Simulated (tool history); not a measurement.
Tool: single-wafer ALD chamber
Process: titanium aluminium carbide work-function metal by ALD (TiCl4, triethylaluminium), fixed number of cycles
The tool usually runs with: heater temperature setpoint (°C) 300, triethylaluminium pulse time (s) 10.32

| run | hour | heater temperature setpoint (°C) | triethylaluminium pulse time (s) | read-back reference wafer on the same gauge, thickness_nm | mean film thickness on the monitor wafer (nm) |
|---|---|---|---|---|---|
| 1 | 0 | 300 | 12.57 | 1.989 | 1.899 |
| 2 | 13.2 | 300 | 12.57 | 1.991 | 1.906 |
| 3 | 21 | 300 | 12.57 | 1.988 | 1.91 |
| 4 | 29.8 | 300 | 10.32 | 1.989 | 1.8 |
| 5 | 39.2 | 300 | 10.32 | 1.989 | 1.803 |
| 6 | 56.8 | 300 | 10.32 | 1.988 | 1.799 |
| 7 | 64.1 | 300 | 10.32 | 1.992 | 1.798 |
| 8 | 81.6 | 300 | 10.32 | 1.989 | 1.79 |
| 9 | 95 | 300 | 10.32 | 1.99 | 1.786 |
| 10 | 120.5 | 300 | 10.32 | 1.99 | 1.775 |
|  | 124 | gauge calibrated |
| 11 | 134.4 | 303 | 10.32 | 1.991 | 1.8 |
| 12 | 143.5 | 303 | 10.32 | 1.989 | 1.783 |
| 13 | 157.5 | 303 | 10.32 | 1.993 | 1.784 |
| 14 | 166.4 | 300 | 10.32 | 1.988 | 1.758 |
| 15 | 180 | 303 | 10.32 | 1.991 | 1.794 |
| 16 | 188.9 | 300 | 10.32 | 1.989 | 1.784 |
| 17 | 195.8 | 296 | 8.25 | 1.988 | 1.553 |
|  | 213.4 | showerhead replaced |
| 18 | 213.9 | 314 | 10.32 | 1.99 | 1.867 |
|  | 226.4 | triethylaluminium bottle replaced |
| 19 | 226.9 | 295 | 13.35 | 1.993 | 1.961 |
|  | 236.6 | thermocouple changed; heater temperature recalibrated |
| 20 | 237.5 | 300 | 10.32 | 1.99 | 1.965 |
| 21 | 244.4 | 300 | 6.58 | 1.991 | 1.706 |
| 22 | 255.9 | 300 | 10.32 | 1.991 | 1.954 |
| 23 | 272.2 | 290 | 8.79 | 1.99 | 1.814 |
| 24 | 280.1 | 310 | 11.88 | 1.989 | 2.076 |
| 25 | 294.8 | 304 | 8.88 | 1.991 | 1.948 |
| 26 | 309.3 | 296 | 10.32 | 1.992 | 1.922 |
| 27 | 316.4 | 288 | 13.55 | 1.99 | 1.921 |

Here are 3 independent what-if runs from the current tool condition. What would each one return?
| A | 316.8 | 300 | 10.32 | ? | ? |
| B | 316.8 | 313 | 13.24 | ? | ? |
| C | 316.8 | 300 | 6.22 | ? | ? |

| run | read-back reference wafer on the same gauge, thickness_nm | mean film thickness on the monitor wafer (nm) |
|---|---|---|
| A | 1.992 | 1.962 |
| B | 1.992 | 2.114 |
| C | 1.992 | 1.634 |
The same runs, with their run-to-run variation unchanged, on a tool lacking any hidden condition would have given:
| run | mean film thickness on the monitor wafer (nm) |
|---|---|
| A | 1.977 |
| B | 2.12 |
| C | 1.675 |
